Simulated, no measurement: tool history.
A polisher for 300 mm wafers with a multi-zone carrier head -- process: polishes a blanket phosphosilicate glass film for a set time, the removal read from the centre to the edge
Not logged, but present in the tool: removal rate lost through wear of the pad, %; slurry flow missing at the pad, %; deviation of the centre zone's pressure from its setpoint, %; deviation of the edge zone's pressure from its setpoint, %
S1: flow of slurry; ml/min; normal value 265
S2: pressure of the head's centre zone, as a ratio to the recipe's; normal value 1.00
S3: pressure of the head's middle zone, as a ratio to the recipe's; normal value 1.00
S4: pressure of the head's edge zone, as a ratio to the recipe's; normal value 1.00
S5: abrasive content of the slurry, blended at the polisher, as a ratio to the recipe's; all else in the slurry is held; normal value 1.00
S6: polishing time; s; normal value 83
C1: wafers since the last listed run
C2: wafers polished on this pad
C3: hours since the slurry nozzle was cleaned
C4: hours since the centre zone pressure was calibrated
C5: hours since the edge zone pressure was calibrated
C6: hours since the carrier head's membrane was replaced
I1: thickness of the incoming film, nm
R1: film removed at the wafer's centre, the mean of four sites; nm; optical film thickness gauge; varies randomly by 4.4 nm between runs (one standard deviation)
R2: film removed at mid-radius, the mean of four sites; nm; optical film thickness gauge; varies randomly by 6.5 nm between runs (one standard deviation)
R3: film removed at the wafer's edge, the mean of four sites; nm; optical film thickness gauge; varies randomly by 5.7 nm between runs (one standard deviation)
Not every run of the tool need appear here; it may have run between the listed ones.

| run | hour | S1 | S2 | S3 | S4 | S5 | S6 | C1 | C2 | C3 | C4 | C5 | C6 | I1 | R1 | R2 | R3 |
|---|---|---|---|---|---|---|---|---|---|---|---|---|---|---|---|---|---|
| 1 | 0.0 | 315 | 1.00 | 1.00 | 1.11 | 0.80 | 83 | 0 | 517 | 100.4 | 1236.8 | 131.6 | 73.9 | 4426.0 | 429.4 | 422.1 | 435.2 |
| 2 | 9.6 | 265 | 1.00 | 1.00 | 0.95 | 1.00 | 83 | 109 | 627 | 110.0 | 1246.4 | 141.2 | 83.5 | 4404.7 | 437.7 | 428.3 | 437.7 |
| 3 | 21.2 | 335 | 1.00 | 1.00 | 1.00 | 1.00 | 83 | 132 | 760 | 121.6 | 1258.0 | 152.8 | 95.1 | 4539.8 | 456.7 | 434.6 | 452.8 |
| 4 | 30.3 | 265 | 1.00 | 1.00 | 1.00 | 1.00 | 83 | 104 | 864 | 130.7 | 1267.1 | 161.9 | 104.2 | 4453.2 | 437.7 | 441.0 | 451.7 |
| 5 | 36.9 | 265 | 1.00 | 1.00 | 1.06 | 1.00 | 107 | 75 | 940 | 137.3 | 1273.7 | 168.5 | 110.8 | 4412.1 | 569.1 | 546.4 | 589.4 |
| 6 | 48.2 | 265 | 1.06 | 1.00 | 1.11 | 0.85 | 66 | 129 | 1069 | 148.6 | 1285.0 | 179.8 | 122.1 | 4403.9 | 348.8 | 329.0 | 353.4 |
| 7 | 54.8 | 265 | 1.00 | 0.91 | 1.00 | 1.00 | 83 | 75 | 1145 | 155.2 | 1291.6 | 186.4 | 128.7 | 4510.6 | 438.8 | 399.7 | 444.3 |
|  | 64.6 | worn pad replaced by a new one |
| 8 | 65.1 | 265 | 1.04 | 0.90 | 1.00 | 1.20 | 75 | 72 | 5 | 165.5 | 1301.9 | 196.7 | 139.0 | 4483.4 | 422.0 | 359.6 | 418.4 |
| 9 | 80.8 | 265 | 1.04 | 0.90 | 1.00 | 1.20 | 75 | 179 | 185 | 181.2 | 1317.6 | 212.4 | 154.7 | 4500.7 | 421.6 | 373.3 | 413.5 |
| 10 | 89.5 | 265 | 1.00 | 1.06 | 1.00 | 1.00 | 92 | 99 | 284 | 189.9 | 1326.3 | 221.1 | 163.4 | 4490.3 | 480.1 | 500.0 | 497.6 |
| 11 | 99.1 | 265 | 1.00 | 1.09 | 1.00 | 1.00 | 98 | 109 | 394 | 199.5 | 1335.9 | 230.7 | 173.0 | 4421.3 | 522.4 | 550.3 | 523.1 |
|  | 104.2 | centre zone pressure recalibrated |
| 12 | 107.1 | 265 | 1.00 | 0.95 | 1.00 | 1.20 | 83 | 68 | 463 | 207.5 | 2.9 | 238.7 | 181.0 | 4525.4 | 458.9 | 420.5 | 469.2 |
| 13 | 116.6 | 200 | 1.00 | 0.96 | 1.00 | 0.75 | 73 | 108 | 572 | 217.0 | 12.4 | 248.2 | 190.5 | 4489.8 | 342.6 | 329.0 | 346.8 |
| 14 | 129.7 | 265 | 1.00 | 1.05 | 1.09 | 1.00 | 107 | 150 | 722 | 230.1 | 25.5 | 261.3 | 203.6 | 4455.4 | 558.4 | 568.2 | 586.3 |
| 15 | 147.1 | 265 | 1.00 | 1.00 | 1.00 | 1.00 | 83 | 199 | 921 | 247.5 | 42.9 | 278.7 | 221.0 | 4461.8 | 433.4 | 412.1 | 435.1 |
| 16 | 159.9 | 335 | 1.00 | 1.00 | 1.00 | 0.95 | 83 | 146 | 1068 | 260.3 | 55.7 | 291.5 | 233.8 | 4447.6 | 440.5 | 423.4 | 444.2 |
|  | 166.7 | worn pad replaced by a new one |
| 17 | 172.7 | 265 | 1.00 | 1.00 | 1.00 | 0.90 | 83 | 100 | 69 | 273.1 | 68.5 | 304.3 | 246.6 | 4460.2 | 424.0 | 408.6 | 431.9 |
| 18 | 187.1 | 265 | 1.00 | 1.00 | 1.00 | 1.10 | 83 | 164 | 233 | 287.5 | 82.9 | 318.7 | 261.0 | 4460.3 | 435.1 | 431.7 | 447.4 |
| 19 | 200.4 | 295 | 0.94 | 1.00 | 1.00 | 1.00 | 83 | 152 | 386 | 300.8 | 96.2 | 332.0 | 274.3 | 4416.0 | 417.2 | 422.8 | 433.5 |
| 20 | 206.7 | 265 | 1.00 | 1.00 | 1.00 | 0.80 | 83 | 72 | 458 | 307.1 | 102.5 | 338.3 | 280.6 | 4499.7 | 397.3 | 383.7 | 405.0 |
| 21 | 224.0 | 265 | 1.06 | 1.00 | 1.00 | 1.20 | 70 | 198 | 656 | 324.4 | 119.8 | 355.6 | 297.9 | 4472.2 | 378.9 | 367.4 | 379.6 |

Hidden state at the last listed run before each entry between runs and at the first one after, where it differs:
Logged between run 7 and run 8: worn pad replaced by a new one (hour 64.6)
  slurry flow missing at the pad, %: 9.93 -> 10.9
  measured value less the no-hidden-state value, R1: -6.2 -> -6.7 nm; R2: -5.1 -> -5.1 nm; R3: -4.2 -> -4.4 nm
Logged between run 11 and run 12: centre zone pressure recalibrated (hour 104.2)
  slurry flow missing at the pad, %: 14.7 -> 15.7
  measured value less the no-hidden-state value, R1: -11.6 -> -11.1 nm; R2: -11.1 -> -9.2 nm; R3: -8.0 -> -7.7 nm
Logged between run 16 and run 17: worn pad replaced by a new one (hour 166.7)
  slurry flow missing at the pad, %: 23.3 -> 25.3
  measured value less the no-hidden-state value, R1: -13.7 -> -19.0 nm; R2: -11.9 -> -16.4 nm; R3: -9.5 -> -12.9 nm

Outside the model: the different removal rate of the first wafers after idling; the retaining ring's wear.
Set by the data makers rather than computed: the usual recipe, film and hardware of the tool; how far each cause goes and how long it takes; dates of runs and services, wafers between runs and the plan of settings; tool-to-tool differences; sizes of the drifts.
